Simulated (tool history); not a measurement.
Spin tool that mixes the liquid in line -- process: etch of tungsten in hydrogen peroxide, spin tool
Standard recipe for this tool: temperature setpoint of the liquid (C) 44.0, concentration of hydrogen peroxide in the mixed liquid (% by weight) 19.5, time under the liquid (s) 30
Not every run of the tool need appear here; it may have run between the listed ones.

| run | hour | temperature setpoint of the liquid (C) | concentration of hydrogen peroxide in the mixed liquid (% by weight) | time under the liquid (s) | read-back film thickness of the tungsten reference wafer, read on the same gauge (nm) | thickness taken off the tungsten on a monitor wafer (nm) |
|---|---|---|---|---|---|---|
| 1 | 0.0 | 44.0 | 19.5 | 30 | 29.96 | 62.39 |
| 2 | 13.9 | 44.0 | 19.5 | 30 | 30.01 | 62.08 |
| 3 | 30.3 | 44.0 | 19.5 | 40 | 30.00 | 83.30 |
| 4 | 47.7 | 44.0 | 19.5 | 40 | 30.01 | 83.00 |
| 5 | 56.7 | 40.0 | 19.5 | 30 | 29.99 | 48.34 |
| 6 | 64.8 | 40.0 | 19.5 | 30 | 30.05 | 48.41 |
|  | 68.4 | heated supply line repaired |
|  | 77.7 | gauge calibrated |
| 7 | 77.7 | 44.0 | 23.5 | 30 | 30.06 | 68.26 |
| 8 | 91.5 | 44.0 | 17.0 | 30 | 30.02 | 58.44 |
| 9 | 106.9 | 44.0 | 17.0 | 30 | 30.02 | 58.31 |
| 10 | 120.8 | 36.0 | 21.0 | 45 | 30.01 | 58.86 |
| 11 | 132.3 | 44.0 | 19.5 | 40 | 30.03 | 83.74 |
|  | 138.7 | peroxide flow meter replaced |
|  | 139.8 | thermometer replaced |
| 12 | 140.3 | 44.0 | 15.5 | 30 | 29.97 | 47.07 |
|  | 143.8 | new drum of peroxide connected |
| 13 | 151.7 | 47.0 | 19.5 | 15 | 29.98 | 31.84 |
| 14 | 172.5 | 40.0 | 14.5 | 30 | 30.04 | 35.29 |
| 15 | 180.6 | 44.0 | 19.5 | 30 | 29.99 | 52.84 |
| 16 | 187.5 | 49.5 | 24.0 | 30 | 30.02 | 82.92 |

What if the next run were any one of these 5? Each begins from the tool's condition after run 16:
| A | 187.9 | 44.0 | 19.5 | 45 | ? | ? |
| B | 187.9 | 48.0 | 24.0 | 30 | ? | ? |
| C | 187.9 | 37.5 | 15.5 | 20 | ? | ? |
| D | 187.9 | 41.0 | 14.5 | 40 | ? | ? |
| E | 187.9 | 38.0 | 15.5 | 15 | ? | ? |

| run | read-back film thickness of the tungsten reference wafer, read on the same gauge (nm) | thickness taken off the tungsten on a monitor wafer (nm) |
|---|---|---|
| A | 30.01 | 79.75 |
| B | 30.01 | 75.75 |
| C | 30.01 | 20.76 |
| D | 30.01 | 50.46 |
| E | 30.01 | 16.09 |
Without the tool's hidden state the same runs would have given:
| run | thickness taken off the tungsten on a monitor wafer (nm) |
|---|---|
| A | 78.40 |
| B | 74.50 |
| C | 20.39 |
| D | 49.58 |
| E | 15.80 |
